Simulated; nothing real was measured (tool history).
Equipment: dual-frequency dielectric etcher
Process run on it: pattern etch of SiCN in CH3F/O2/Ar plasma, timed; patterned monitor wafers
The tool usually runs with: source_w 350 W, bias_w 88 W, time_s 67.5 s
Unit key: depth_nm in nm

run	hour	source_w	bias_w	time_s	wafers since the last listed run	hours since the last wet clean	hours since the last source power generator calibration	hours since the last bias power generator calibration	hours since the last upper electrode change	hours since the gauge calibration	read-back reference wafer on the same gauge, depth_nm	depth_nm
1	0	350	88	67.5	0	223	3374.7	2638.2	2426.3	153.2	25.25	25.22
2	15.4	350	88	67.5	172	238.4	3390.1	2653.6	2441.7	168.6	25.24	25.2
3	31.9	350	88	67.5	185	254.9	3406.6	2670.1	2458.2	185.1	25.2	25.26
4	46.6	350	88	67.5	164	269.6	3421.3	2684.8	2472.9	199.8	25.19	25.25
5	91	350	88	67.5	498	314	3465.7	2729.2	2517.3	244.2	25.16	25.14
6	122	350	88	73	347	345	3496.7	2760.2	2548.3	275.2	25.12	27.07
# hour 152.7: wet clean of the chamber
7	153.2	350	88	73	80	0.5	3527.9	2791.4	2579.5	306.4	25.09	27.03
# hour 165.4: gauge calibrated
8	183.5	350	88	73	339	30.8	3558.2	2821.7	2609.8	18.1	25.39	27.41
# hour 208.4: upper electrode replaced
9	213.1	350	88	67.5	62	60.4	3587.8	2851.3	4.7	47.7	25.37	25.19
10	246.5	350	88	67.5	374	93.8	3621.2	2884.7	38.1	81.1	25.32	25.41
11	277.5	350	69	67.5	347	124.8	3652.2	2915.7	69.1	112.1	25.29	23.29
12	293.2	350	88	84	176	140.5	3667.9	2931.4	84.8	127.8	25.29	31.44
13	322.4	350	88	67.5	327	169.7	3697.1	2960.6	114	157	25.25	25.2
14	334.6	400	88	67.5	136	181.9	3709.3	2972.8	126.2	169.2	25.22	27.13
# hour 341.4: source power generator calibrated
15	361.3	280	88	67.5	254	208.6	19.9	2999.5	152.9	195.9	25.22	21.7
# hour 378.7: bias power generator calibrated
16	426.5	350	88	82.5	686	273.8	85.1	47.8	218.1	261.1	25.15	30.78
17	448.3	420	110	67.5	244	295.6	106.9	69.6	239.9	282.9	25.14	30.22
# hour 496.9: wet clean of the chamber
18	497.4	350	67	67.5	281	0.5	156	118.7	289	332	25.08	22.81

Each row is a separate what-if for the run after 18, all from the same tool condition, not one after another. Results?
A	497.8	350	76	67.5	4	0.9	156.4	119.1	289.4	332.4	?	?
B	497.8	410	70	67.5	4	0.9	156.4	119.1	289.4	332.4	?	?
C	497.8	350	88	52	4	0.9	156.4	119.1	289.4	332.4	?	?

run	read-back reference wafer on the same gauge, depth_nm	depth_nm
A	25.06	23.77
B	25.06	25.3
C	25.06	19.31
Without the tool's hidden state the same runs would have given:
run	depth_nm
A	24.08
B	25.63
C	19.56
